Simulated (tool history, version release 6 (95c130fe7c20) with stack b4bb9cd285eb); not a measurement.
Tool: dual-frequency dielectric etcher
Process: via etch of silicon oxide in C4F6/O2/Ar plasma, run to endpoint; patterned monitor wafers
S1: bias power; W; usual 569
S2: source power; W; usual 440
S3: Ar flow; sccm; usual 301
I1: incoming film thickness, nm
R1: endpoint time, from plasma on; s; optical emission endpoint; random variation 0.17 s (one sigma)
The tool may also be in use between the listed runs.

run,hour,S1,S2,S3,I1,R1
1,0,569,470,284,182.5,36.9
# hour 14: wet clean of the chamber
2,48.5,569,470,284,183.2,36.7
3,146.7,569,470,284,184.2,36.6
4,231,569,440,322,184.5,38.8
5,274.6,569,440,322,184.4,38.7
6,326,569,440,301,185.3,38.6
7,426,671,440,357,182.8,35.5
# hour 496.6: wet clean of the chamber
8,499.8,671,440,357,184,35.7
# hour 537.4: Ar flow controller replaced
9,588.8,569,490,301,182.7,36
10,654,569,490,301,184.1,36.4
# hour 754.9: upper electrode replaced, of another model than before
11,755.4,569,490,301,183.2,36.9
# hour 776.5: source power generator calibrated
12,844.5,657,380,254,184.4,36.9
13,881.3,569,440,301,184.7,38.4
14,936.3,671,440,357,183.3,36.9
# hour 970.5: wet clean of the chamber
15,1026.9,569,440,301,183.3,38.3
16,1078.6,605,440,362,183.5,38.2
# hour 1091: bias power generator calibrated
17,1148.2,569,440,372,183.2,40.1
18,1184.3,569,390,301,181.5,39.5
19,1225.2,605,440,362,183,38.7
20,1319.3,569,360,301,183.3,41
21,1391.1,671,490,301,182.3,35.3
22,1465.1,569,440,349,184,39.6
# hour 1510.8: wet clean of the chamber
23,1525.4,569,440,301,184.3,39.1

Forecast each of these 3 alternatives for the next run:
A,1525.8,569,330,301,184.6,?
B,1525.8,462,410,240,184.6,?
C,1525.8,569,410,301,184.6,?

run,R1
A,41.9
B,40.9
C,39.5
Without the tool's hidden state the same runs would have given:
run,R1
A,42
B,40.9
C,39.5
